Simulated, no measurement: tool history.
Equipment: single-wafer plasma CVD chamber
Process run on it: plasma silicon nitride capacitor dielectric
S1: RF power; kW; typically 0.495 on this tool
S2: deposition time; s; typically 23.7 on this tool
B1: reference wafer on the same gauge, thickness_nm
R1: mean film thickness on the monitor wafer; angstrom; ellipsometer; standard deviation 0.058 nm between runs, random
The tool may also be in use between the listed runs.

run 1 hour=0.0 | S1=0.495 S2=23.7 | B1=36.701 | R1=381.52
run 2 hour=24.3 | S1=0.495 S2=23.7 | B1=36.699 | R1=381.82
run 3 hour=56.7 | S1=0.495 S2=23.7 | B1=36.697 | R1=381.11
run 4 hour=90.2 | S1=0.545 S2=23.7 | B1=36.715 | R1=389.31
run 5 hour=120.1 | S1=0.495 S2=23.7 | B1=36.715 | R1=380.27
run 6 hour=155.7 | S1=0.495 S2=23.7 | B1=36.686 | R1=380.65
run 7 hour=167.8 | S1=0.470 S2=23.7 | B1=36.696 | R1=377.42
run 8 hour=181.2 | S1=0.470 S2=23.7 | B1=36.696 | R1=376.43
run 9 hour=212.8 | S1=0.470 S2=23.7 | B1=36.706 | R1=378.13
run 10 hour=231.6 | S1=0.495 S2=23.7 | B1=36.701 | R1=381.25
run 11 hour=250.4 | S1=0.495 S2=23.7 | B1=36.705 | R1=380.88
-- hour=251.9 gauge calibrated
run 12 hour=266.7 | S1=0.495 S2=23.7 | B1=36.677 | R1=380.06
run 13 hour=286.9 | S1=0.435 S2=23.7 | B1=36.679 | R1=369.29
run 14 hour=301.5 | S1=0.565 S2=23.7 | B1=36.703 | R1=390.97
run 15 hour=340.0 | S1=0.565 S2=23.7 | B1=36.707 | R1=391.75
-- hour=348.5 RF generator calibrated
run 16 hour=354.5 | S1=0.495 S2=23.7 | B1=36.699 | R1=377.17
run 17 hour=377.7 | S1=0.495 S2=23.7 | B1=36.701 | R1=376.00
run 18 hour=411.2 | S1=0.495 S2=23.7 | B1=36.702 | R1=376.77
run 19 hour=447.1 | S1=0.495 S2=27.0 | B1=36.696 | R1=428.30
run 20 hour=465.8 | S1=0.435 S2=27.7 | B1=36.704 | R1=428.00
-- hour=476.4 showerhead replaced
run 21 hour=494.8 | S1=0.520 S2=21.7 | B1=36.701 | R1=348.84
-- hour=515.6 RF generator calibrated, repeated, since the last time left the tool worse
run 22 hour=516.1 | S1=0.495 S2=23.7 | B1=36.701 | R1=384.62
run 23 hour=532.1 | S1=0.495 S2=23.7 | B1=36.704 | R1=384.89
run 24 hour=558.0 | S1=0.495 S2=23.7 | B1=36.713 | R1=385.05
run 25 hour=573.7 | S1=0.535 S2=21.0 | B1=36.699 | R1=347.23
run 26 hour=606.8 | S1=0.540 S2=27.5 | B1=36.716 | R1=453.28
run 27 hour=633.5 | S1=0.495 S2=22.0 | B1=36.701 | R1=356.72
run 28 hour=647.1 | S1=0.495 S2=23.7 | B1=36.694 | R1=383.81
-- hour=657.6 gauge calibrated
run 29 hour=669.9 | S1=0.580 S2=26.6 | B1=36.727 | R1=446.38
run 30 hour=685.3 | S1=0.415 S2=21.2 | B1=36.711 | R1=330.97
run 31 hour=711.5 | S1=0.430 S2=19.5 | B1=36.707 | R1=307.58
run 32 hour=723.7 | S1=0.445 S2=20.3 | B1=36.713 | R1=322.17

Below, some changes in R1 between adjacent runs. For each, the amount present without the hidden state too (settings, incoming material, random variation) and the amount remaining for the hidden state with gauge scatter not shared by both compared results:
Hidden state present: delivered RF power above the setpoint (%); gauge reads high (%).
Run 15 -> 16: S1 0.565 -> 0.495, RF generator calibrated. R1 -14.58 angstrom: hidden state -3.82, all else -10.76.
Run 20 -> 21: S1 0.435 -> 0.520, S2 27.7 -> 21.7, showerhead replaced. R1 -79.16 angstrom: hidden state +1.77, all else -80.93.
Run 21 -> 22: S1 0.520 -> 0.495, S2 21.7 -> 23.7, RF generator calibrated, repeated, since the last time left the tool worse. R1 +35.78 angstrom: hidden state +7.53, all else +28.25.
Run 25 -> 26: S1 0.535 -> 0.540, S2 21.0 -> 27.5. R1 +106.05 angstrom: hidden state -0.27, all else +106.32.
Run 26 -> 27: S1 0.540 -> 0.495, S2 27.5 -> 22.0. R1 -96.56 angstrom: hidden state +0.14, all else -96.70.
Run 29 -> 30: S1 0.580 -> 0.415, S2 26.6 -> 21.2. R1 -115.41 angstrom: hidden state +0.24, all else -115.65.

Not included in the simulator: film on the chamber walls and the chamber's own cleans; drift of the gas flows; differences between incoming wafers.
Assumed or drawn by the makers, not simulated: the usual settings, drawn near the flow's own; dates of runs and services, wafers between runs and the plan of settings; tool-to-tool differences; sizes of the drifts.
